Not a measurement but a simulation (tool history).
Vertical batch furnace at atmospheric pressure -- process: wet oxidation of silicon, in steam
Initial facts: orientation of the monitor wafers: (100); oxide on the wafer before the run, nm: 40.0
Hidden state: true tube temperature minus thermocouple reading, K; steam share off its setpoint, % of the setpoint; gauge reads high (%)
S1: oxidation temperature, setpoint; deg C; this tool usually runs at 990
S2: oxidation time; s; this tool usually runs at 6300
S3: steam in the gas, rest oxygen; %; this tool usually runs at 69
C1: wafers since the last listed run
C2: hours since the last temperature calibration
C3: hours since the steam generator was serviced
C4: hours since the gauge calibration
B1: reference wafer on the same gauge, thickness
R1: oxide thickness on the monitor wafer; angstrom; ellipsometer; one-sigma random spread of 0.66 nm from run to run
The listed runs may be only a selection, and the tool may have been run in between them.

run,hour,S1,S2,S3,C1,C2,C3,C4,B1,R1
1,0,990,6300,69,0,3951.5,4191.5,209.3,464.17,4136.7
2,14.9,1000,6300,69,101,3966.4,4206.4,224.2,463.99,4422.5
3,24.4,1000,6300,69,65,3975.9,4215.9,233.7,463.82,4425.2
4,45.2,1000,6300,69,142,3996.7,4236.7,254.5,464.07,4417.9
# hour 113.5: steam generator serviced
5,114,990,6300,69,306,4065.5,0.5,323.3,463.78,4394.4
6,121,990,6300,69,47,4072.5,7.5,330.3,464.09,4407.5
# hour 133.9: gauge calibrated
7,137.5,990,6300,69,112,4089,24,3.6,463.84,4392.1
8,156.4,990,6300,69,129,4107.9,42.9,22.5,463.89,4399.9
9,168.5,990,3930,78,82,4120,55,34.6,464.03,3503.5
10,188.9,1005,4500,69,139,4140.4,75.4,55,463.97,3905.7
11,210.6,990,7650,64,148,4162.1,97.1,76.7,463.81,4748.9
# hour 239.2: thermocouples replaced and temperature profile calibrated
12,239.7,990,6300,69,34,0.5,126.2,105.8,464.35,4385.8
13,245.3,970,7440,65,38,6.1,131.8,111.4,463.89,4099.7
14,263.5,990,6300,69,124,24.3,150,129.6,463.86,4395.2
15,276.1,979,4740,69,86,36.9,162.6,142.2,464.04,3370.2
16,323.3,968,6300,74,323,84.1,209.8,189.4,463.69,3930
17,343.4,966,3480,80,137,104.2,229.9,209.5,463.8,2718.1

Entry by entry between the runs, the difference in hidden state between the last listed run before and the first listed run after:
After run 4, before run 5: steam generator serviced (hour 113.5)
  steam share off its setpoint, % of the setpoint: -10.1 -> -0.975
  the result without the hidden state subtracted from the measured one, R1: -308 -> -27.9 angstrom
After run 6, before run 7: gauge calibrated (hour 133.9)
  steam share off its setpoint, % of the setpoint: -0.989 -> -1.02
  the result without the hidden state subtracted from the measured one, R1: -28.5 -> -29.4 angstrom
After run 11, before run 12: thermocouples replaced and temperature profile calibrated (hour 239.2)
  steam share off its setpoint, % of the setpoint: -1.18 -> -1.24
  the result without the hidden state subtracted from the measured one, R1: -36.3 -> -35.6 angstrom
